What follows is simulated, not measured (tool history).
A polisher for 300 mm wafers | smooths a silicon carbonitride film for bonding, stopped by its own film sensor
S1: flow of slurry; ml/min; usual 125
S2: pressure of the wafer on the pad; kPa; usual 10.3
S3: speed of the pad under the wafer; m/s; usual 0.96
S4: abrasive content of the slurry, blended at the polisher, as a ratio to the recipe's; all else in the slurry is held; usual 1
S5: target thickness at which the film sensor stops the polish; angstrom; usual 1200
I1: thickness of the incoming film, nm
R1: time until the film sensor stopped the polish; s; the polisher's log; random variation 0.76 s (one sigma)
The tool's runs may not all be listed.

Run 1, hour 0: usual settings; I1 130.8. Result: R1 58.1 s.
Run 2, hour 27.3: usual settings but S3 1.08 m/s; I1 129.6. Result: R1 48.1 s.
Run 3, hour 44.2: usual settings but S3 1.08 m/s; I1 130.5. Result: R1 52.2 s.
At hour 62.7: slurry blender recalibrated.
Run 4, hour 74.9: usual settings; I1 129.6. Result: R1 52.1 s.
Run 5, hour 90.6: usual settings but S3 0.88 m/s, S5 1210 angstrom; I1 131.1. Result: R1 60.2 s.
At hour 112.9: worn pad replaced by a new one.
Run 6, hour 118.1: usual settings but S3 0.88 m/s, S5 1210 angstrom; I1 129.6. Result: R1 51.1 s.
Run 7, hour 134.5: usual settings; I1 130.9. Result: R1 61 s.
Run 8, hour 155.5: usual settings; I1 131.5. Result: R1 64.7 s.
Run 9, hour 177.1: usual settings; I1 127.5. Result: R1 41.1 s.
At hour 191.6: slurry nozzle cleaned.
Run 10, hour 225.2: usual settings; I1 131.7. Result: R1 65.7 s.
Run 11, hour 239.9: usual settings; I1 130. Result: R1 56.1 s.
Run 12, hour 260.9: usual settings but S1 150 ml/min, S2 9.7 kPa, S3 0.76 m/s, S4 1.15; I1 131.7. Result: R1 73.5 s.
At hour 280.2: worn pad replaced by a new one.
At hour 288.1: slurry blender recalibrated.
Run 13, hour 288.8: usual settings but S2 11.7 kPa, S4 1.15; I1 128.2. Result: R1 40.9 s.
Run 14, hour 319.4: usual settings; I1 127.7. Result: R1 43.2 s.
Run 15, hour 352.6: usual settings; I1 129.9. Result: R1 57.7 s.
Run 16, hour 379.8: usual settings but S1 150 ml/min, S5 1220 angstrom; I1 129.2. Result: R1 39.2 s.
At hour 396.2: slurry nozzle cleaned.
Run 17, hour 407.6: usual settings but S3 1.14 m/s, S5 1180 angstrom; I1 128.1. Result: R1 50.4 s.
At hour 429.7: worn pad replaced by a new one.
Run 18, hour 438: usual settings; I1 129.4. Result: R1 53.2 s.
At hour 451.3: head pressure recalibrated.
At hour 476.1: slurry blender recalibrated.
Run 19, hour 508.1: usual settings but S1 155 ml/min, S3 1.12 m/s, S4 0.85, S5 1180 angstrom; I1 128.2. Result: R1 48.4 s.
Run 20, hour 541.5: usual settings but S2 12.4 kPa, S5 1180 angstrom; I1 130.4. Result: R1 55.8 s.
Run 21, hour 561.5: usual settings but S2 13.1 kPa, S5 1220 angstrom; I1 131.5. Result: R1 41.2 s.
At hour 587.3: worn pad replaced by a new one.
At hour 619.6: slurry nozzle cleaned.
Run 22, hour 625.5: usual settings but S4 0.8, S5 1220 angstrom; I1 129.9. Result: R1 45.7 s.

5 ways to go on from here, each from the tool as it stands after run 22. What would each give?
Run A, hour 625.9: usual settings; I1 129.2. Result: R1 ?.
Run B, hour 625.9: usual settings but S2 6.9 kPa; I1 129.2. Result: R1 ?.
Run C, hour 625.9: usual settings but S1 90 ml/min, S3 1.12 m/s, S4 0.75, S5 1220 angstrom; I1 129.2. Result: R1 ?.
Run D, hour 625.9: usual settings but S3 0.78 m/s; I1 129.2. Result: R1 ?.
Run E, hour 625.9: usual settings but S4 1.1; I1 129.2. Result: R1 ?.

run    R1
  A    46
  B  61.7
  C  39.8
  D  54.4
  E  44.2
Without the tool's hidden state the same runs would have given:
run    R1
  A    46
  B  61.6
  C  39.7
  D  54.3
  E  44.2

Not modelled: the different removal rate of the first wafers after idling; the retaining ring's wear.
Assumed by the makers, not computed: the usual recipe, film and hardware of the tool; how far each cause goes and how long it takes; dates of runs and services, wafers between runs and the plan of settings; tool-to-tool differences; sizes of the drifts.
